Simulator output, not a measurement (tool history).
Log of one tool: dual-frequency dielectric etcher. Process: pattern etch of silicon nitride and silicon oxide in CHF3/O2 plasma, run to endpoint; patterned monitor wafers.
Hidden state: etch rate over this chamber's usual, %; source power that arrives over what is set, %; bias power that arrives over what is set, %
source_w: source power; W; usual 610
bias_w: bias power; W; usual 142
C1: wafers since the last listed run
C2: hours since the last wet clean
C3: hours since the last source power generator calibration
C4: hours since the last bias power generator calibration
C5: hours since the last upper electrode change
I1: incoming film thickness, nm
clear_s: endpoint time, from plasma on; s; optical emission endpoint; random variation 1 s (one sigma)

run 1 hour=0.0 | source_w=610 bias_w=162 | C1=0 C2=317.0 C3=3754.8 C4=2109.6 C5=4597.7 | I1=213.4 | clear_s=144.1
run 2 hour=7.1 | source_w=610 bias_w=162 | C1=59 C2=324.1 C3=3761.9 C4=2116.7 C5=4604.8 | I1=211.6 | clear_s=143.7
run 3 hour=16.2 | source_w=610 bias_w=142 | C1=76 C2=333.2 C3=3771.0 C4=2125.8 C5=4613.9 | I1=211.9 | clear_s=149.3
run 4 hour=24.3 | source_w=610 bias_w=142 | C1=68 C2=341.3 C3=3779.1 C4=2133.9 C5=4622.0 | I1=212.2 | clear_s=149.7
run 5 hour=36.2 | source_w=610 bias_w=142 | C1=99 C2=353.2 C3=3791.0 C4=2145.8 C5=4633.9 | I1=211.7 | clear_s=149.8
run 6 hour=45.8 | source_w=690 bias_w=142 | C1=80 C2=362.8 C3=3800.6 C4=2155.4 C5=4643.5 | I1=213.1 | clear_s=141.5
run 7 hour=63.6 | source_w=510 bias_w=142 | C1=149 C2=380.6 C3=3818.4 C4=2173.2 C5=4661.3 | I1=213.4 | clear_s=163.8
-- hour=93.4 upper electrode replaced
-- hour=98.3 bias power generator calibrated
-- hour=98.7 source power generator calibrated
-- hour=109.7 wet clean of the chamber
run 8 hour=110.2 | source_w=510 bias_w=142 | C1=60 C2=0.5 C3=11.5 C4=11.9 C5=16.8 | I1=209.6 | clear_s=162.2
run 9 hour=110.5 | source_w=610 bias_w=142 | C1=2 C2=0.8 C3=11.8 C4=12.2 C5=17.1 | I1=211.5 | clear_s=148.7
run 10 hour=110.9 | source_w=610 bias_w=142 | C1=3 C2=1.2 C3=12.2 C4=12.6 C5=17.5 | I1=209.5 | clear_s=147.3
run 11 hour=115.9 | source_w=610 bias_w=142 | C1=42 C2=6.2 C3=17.2 C4=17.6 C5=22.5 | I1=212.5 | clear_s=151.0
run 12 hour=128.4 | source_w=610 bias_w=114 | C1=105 C2=18.7 C3=29.7 C4=30.1 C5=35.0 | I1=211.7 | clear_s=160.1
run 13 hour=146.4 | source_w=610 bias_w=166 | C1=151 C2=36.7 C3=47.7 C4=48.1 C5=53.0 | I1=214.0 | clear_s=144.7
run 14 hour=161.9 | source_w=610 bias_w=142 | C1=130 C2=52.2 C3=63.2 C4=63.6 C5=68.5 | I1=211.5 | clear_s=148.2
run 15 hour=179.7 | source_w=730 bias_w=115 | C1=149 C2=70.0 C3=81.0 C4=81.4 C5=86.3 | I1=212.2 | clear_s=143.8
run 16 hour=193.9 | source_w=610 bias_w=155 | C1=119 C2=84.2 C3=95.2 C4=95.6 C5=100.5 | I1=210.2 | clear_s=145.8
run 17 hour=201.4 | source_w=610 bias_w=142 | C1=63 C2=91.7 C3=102.7 C4=103.1 C5=108.0 | I1=211.8 | clear_s=150.6
run 18 hour=210.9 | source_w=700 bias_w=142 | C1=79 C2=101.2 C3=112.2 C4=112.6 C5=117.5 | I1=212.0 | clear_s=138.3
run 19 hour=226.3 | source_w=510 bias_w=108 | C1=129 C2=116.6 C3=127.6 C4=128.0 C5=132.9 | I1=211.1 | clear_s=174.0
run 20 hour=232.3 | source_w=470 bias_w=171 | C1=50 C2=122.6 C3=133.6 C4=134.0 C5=138.9 | I1=210.1 | clear_s=160.1
run 21 hour=244.2 | source_w=560 bias_w=119 | C1=99 C2=134.5 C3=145.5 C4=145.9 C5=150.8 | I1=210.9 | clear_s=162.8
run 22 hour=256.8 | source_w=680 bias_w=171 | C1=105 C2=147.1 C3=158.1 C4=158.5 C5=163.4 | I1=210.7 | clear_s=134.2

Forecast each of these 4 alternatives for the next run:
run A hour=257.3 | source_w=610 bias_w=142 | C1=4 C2=147.6 C3=158.6 C4=159.0 C5=163.9 | I1=212.0 | clear_s=?
run B hour=257.3 | source_w=750 bias_w=165 | C1=4 C2=147.6 C3=158.6 C4=159.0 C5=163.9 | I1=212.0 | clear_s=?
run C hour=257.3 | source_w=530 bias_w=122 | C1=4 C2=147.6 C3=158.6 C4=159.0 C5=163.9 | I1=212.0 | clear_s=?
run D hour=257.3 | source_w=460 bias_w=175 | C1=4 C2=147.6 C3=158.6 C4=159.0 C5=163.9 | I1=212.0 | clear_s=?

run=A clear_s=150.5
run=B clear_s=130.4
run=C clear_s=168.7
run=D clear_s=162.5
Without the tool's hidden state the same runs would have given:
run=A clear_s=150.5
run=B clear_s=130.4
run=C clear_s=168.7
run=D clear_s=162.5

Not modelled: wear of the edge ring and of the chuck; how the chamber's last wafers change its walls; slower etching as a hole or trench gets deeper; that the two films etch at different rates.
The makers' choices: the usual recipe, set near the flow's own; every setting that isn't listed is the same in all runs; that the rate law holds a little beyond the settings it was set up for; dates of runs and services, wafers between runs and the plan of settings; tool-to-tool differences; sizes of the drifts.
